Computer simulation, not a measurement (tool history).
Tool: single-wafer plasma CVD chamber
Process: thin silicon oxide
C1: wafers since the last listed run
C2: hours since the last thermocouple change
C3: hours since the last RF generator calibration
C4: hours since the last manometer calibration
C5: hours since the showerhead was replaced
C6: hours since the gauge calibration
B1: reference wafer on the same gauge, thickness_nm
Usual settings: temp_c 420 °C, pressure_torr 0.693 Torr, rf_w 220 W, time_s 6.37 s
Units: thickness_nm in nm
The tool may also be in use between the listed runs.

{"run": 1, "hour": 0.0, "temp_c": 420, "pressure_torr": 0.693, "rf_w": 220, "time_s": 6.37, "C1": 0, "C2": 1871.4, "C3": 1250.1, "C4": 2442.8, "C5": 6975, "C6": 406.1, "B1": 7.326, "thickness_nm": 8.228}
{"run": 2, "hour": 75.7, "temp_c": 420, "pressure_torr": 0.693, "rf_w": 220, "time_s": 6.37, "C1": 1701, "C2": 1947.1, "C3": 1325.8, "C4": 2518.5, "C5": 7050.7, "C6": 481.8, "B1": 7.337, "thickness_nm": 8.165}
{"run": 3, "hour": 117.0, "temp_c": 420, "pressure_torr": 0.588, "rf_w": 235, "time_s": 6.37, "C1": 928, "C2": 1988.4, "C3": 1367.1, "C4": 2559.8, "C5": 7092, "C6": 523.1, "B1": 7.33, "thickness_nm": 7.249}
{"run": 4, "hour": 172.9, "temp_c": 420, "pressure_torr": 0.588, "rf_w": 235, "time_s": 6.37, "C1": 1256, "C2": 2044.3, "C3": 1423, "C4": 2615.7, "C5": 7147.9, "C6": 579, "B1": 7.33, "thickness_nm": 7.202}
{"run": 5, "hour": 248.8, "temp_c": 420, "pressure_torr": 0.693, "rf_w": 220, "time_s": 6.37, "C1": 1706, "C2": 2120.2, "C3": 1498.9, "C4": 2691.6, "C5": 7223.8, "C6": 654.9, "B1": 7.335, "thickness_nm": 8.274}
{"run": 6, "hour": 285.5, "temp_c": 420, "pressure_torr": 0.693, "rf_w": 220, "time_s": 6.37, "C1": 825, "C2": 2156.9, "C3": 1535.6, "C4": 2728.3, "C5": 7260.5, "C6": 691.6, "B1": 7.336, "thickness_nm": 8.218}
{"run": 7, "hour": 366.8, "temp_c": 412, "pressure_torr": 0.693, "rf_w": 220, "time_s": 6.37, "C1": 1827, "C2": 2238.2, "C3": 1616.9, "C4": 2809.6, "C5": 7341.8, "C6": 772.9, "B1": 7.333, "thickness_nm": 8.278}
{"hour": 395.6, "done": "gauge calibrated"}
{"run": 8, "hour": 457.4, "temp_c": 417, "pressure_torr": 0.693, "rf_w": 220, "time_s": 6.37, "C1": 2036, "C2": 2328.8, "C3": 1707.5, "C4": 2900.2, "C5": 7432.4, "C6": 61.8, "B1": 7.322, "thickness_nm": 8.297}
{"run": 9, "hour": 502.2, "temp_c": 417, "pressure_torr": 0.693, "rf_w": 220, "time_s": 6.37, "C1": 1007, "C2": 2373.6, "C3": 1752.3, "C4": 2945, "C5": 7477.2, "C6": 106.6, "B1": 7.324, "thickness_nm": 8.342}
{"hour": 533.4, "done": "showerhead replaced"}
{"hour": 588.0, "done": "capacitance manometer re-zeroed and calibrated"}
{"run": 10, "hour": 588.9, "temp_c": 415, "pressure_torr": 0.581, "rf_w": 185, "time_s": 7.2, "C1": 1589, "C2": 2460.3, "C3": 1839, "C4": 0.9, "C5": 55.5, "C6": 193.3, "B1": 7.34, "thickness_nm": 6.299}
{"run": 11, "hour": 632.1, "temp_c": 420, "pressure_torr": 0.693, "rf_w": 220, "time_s": 7.37, "C1": 971, "C2": 2503.5, "C3": 1882.2, "C4": 44.1, "C5": 98.7, "C6": 236.5, "B1": 7.332, "thickness_nm": 8.758}
{"run": 12, "hour": 699.6, "temp_c": 420, "pressure_torr": 0.866, "rf_w": 230, "time_s": 7, "C1": 1517, "C2": 2571, "C3": 1949.7, "C4": 111.6, "C5": 166.2, "C6": 304, "B1": 7.329, "thickness_nm": 10.625}
{"hour": 765.6, "done": "RF generator calibrated"}
{"run": 13, "hour": 803.6, "temp_c": 420, "pressure_torr": 0.522, "rf_w": 220, "time_s": 6.37, "C1": 2158, "C2": 2675, "C3": 38, "C4": 215.6, "C5": 270.2, "C6": 408, "B1": 7.341, "thickness_nm": 5.661}
{"hour": 897.3, "done": "thermocouple changed; heater temperature recalibrated"}
{"run": 14, "hour": 907.3, "temp_c": 420, "pressure_torr": 0.693, "rf_w": 220, "time_s": 6.37, "C1": 2151, "C2": 10, "C3": 141.7, "C4": 319.3, "C5": 373.9, "C6": 511.7, "B1": 7.34, "thickness_nm": 7.597}
{"run": 15, "hour": 1012.2, "temp_c": 420, "pressure_torr": 0.693, "rf_w": 220, "time_s": 6.37, "C1": 2358, "C2": 114.9, "C3": 246.6, "C4": 424.2, "C5": 478.8, "C6": 616.6, "B1": 7.331, "thickness_nm": 7.635}
{"run": 16, "hour": 1115.2, "temp_c": 434, "pressure_torr": 0.584, "rf_w": 220, "time_s": 7.31, "C1": 2315, "C2": 217.9, "C3": 349.6, "C4": 527.2, "C5": 581.8, "C6": 719.6, "B1": 7.326, "thickness_nm": 7.294}
{"hour": 1183.5, "done": "gauge calibrated"}
{"run": 17, "hour": 1212.8, "temp_c": 408, "pressure_torr": 0.591, "rf_w": 180, "time_s": 5.1, "C1": 2194, "C2": 315.5, "C3": 447.2, "C4": 624.8, "C5": 679.4, "C6": 29.3, "B1": 7.325, "thickness_nm": 4.562}
{"run": 18, "hour": 1290.9, "temp_c": 409, "pressure_torr": 0.693, "rf_w": 205, "time_s": 7.12, "C1": 1755, "C2": 393.6, "C3": 525.3, "C4": 702.9, "C5": 757.5, "C6": 107.4, "B1": 7.329, "thickness_nm": 8.247}

The tool's hidden state at each run:
wafer temperature above the value expected at the setpoint (K): 0 in every run
delivered RF power above the setpoint (%): 0 in every run
gauge reads high (%): 0 in every run
H1: true pressure above the setpoint (%)
run=1 H1=6.33
run=2 H1=6.51
run=3 H1=6.61
run=4 H1=6.74
run=5 H1=6.92
run=6 H1=7.01
run=7 H1=7.2
run=8 H1=7.42
run=9 H1=7.52
run=10 H1=-1.88
run=11 H1=-1.78
run=12 H1=-1.62
run=13 H1=-1.37
run=14 H1=-1.12
run=15 H1=-0.873
run=16 H1=-0.628
run=17 H1=-0.395
run=18 H1=-0.209
